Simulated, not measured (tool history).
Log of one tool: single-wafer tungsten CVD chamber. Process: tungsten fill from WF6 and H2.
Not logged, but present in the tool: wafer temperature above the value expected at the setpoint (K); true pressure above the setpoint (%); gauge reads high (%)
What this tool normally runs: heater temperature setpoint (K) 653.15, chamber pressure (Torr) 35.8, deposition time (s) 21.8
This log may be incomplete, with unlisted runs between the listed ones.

run    hour  heater temperature setpoint (K)  chamber pressure (Torr)  deposition time (s)  wafers since the last listed run  hours since the last thermocouple change  hours since the last manometer calibration  hours since the showerhead was replaced  hours since the gauge calibration  read-back reference wafer on the same gauge, thickness_nm  mean film thickness on the monitor wafer (nm)
  1     0.0                           653.15                     35.8                 21.8                                 0                                    1485.0                                      1512.7                                   4561.5                              503.1                                                     50.655                                         43.349
  2    47.9                           653.15                     35.8                 21.8                              1029                                    1532.9                                      1560.6                                   4609.4                              551.0                                                     50.669                                         43.494
  3   146.3                           653.15                     32.8                 21.8                              2115                                    1631.3                                      1659.0                                   4707.8                              649.4                                                     50.657                                         40.861
  4   421.7                           653.15                     32.8                 21.8                              5920                                    1906.7                                      1934.4                                   4983.2                              924.8                                                     50.601                                         40.487
      472.1  -- gauge calibrated
  5   486.0                           661.15                     29.2                 21.8                              1382                                    1971.0                                      1998.7                                   5047.5                               13.9                                                     50.760                                         43.885
  6   566.5                           661.15                     29.2                 21.8                              1730                                    2051.5                                      2079.2                                   5128.0                               94.4                                                     50.709                                         43.272
      609.9  -- capacitance manometer re-zeroed and calibrated
  7   672.2                           661.15                     29.2                 21.8                              2100                                    2157.2                                        62.3                                   5233.7                              200.1                                                     50.643                                         43.224
  8   769.7                           665.15                     42.4                 23.5                              2096                                    2254.7                                       159.8                                   5331.2                              297.6                                                     50.680                                         61.026
      809.0  -- showerhead replaced
  9   862.7                           653.15                     35.8                 21.8                              1827                                    2347.7                                       252.8                                     53.7                              390.6                                                     50.629                                         42.068
 10   964.6                           653.15                     35.8                 21.8                              2190                                    2449.6                                       354.7                                    155.6                              492.5                                                     50.658                                         41.438
      972.7  -- thermocouple changed; heater temperature recalibrated
 11  1041.6                           653.15                     43.6                 21.8                              1483                                      68.9                                       431.7                                    232.6                              569.5                                                     50.688                                         49.808
 12  1092.1                           647.15                     32.8                 19.6                              1085                                     119.4                                       482.2                                    283.1                              620.0                                                     50.811                                         34.757

Expected results for the next run?
 13  1131.2                           658.15                     35.8                 21.8                               840                                     158.5                                       521.3                                    322.2                              659.1                                                          ?                                              ?

read-back reference wafer on the same gauge, thickness_nm: 50.748
mean film thickness on the monitor wafer (nm): 49.072
The same run, on a tool lacking any hidden state, would have yielded mean film thickness on the monitor wafer (nm) 49.824.
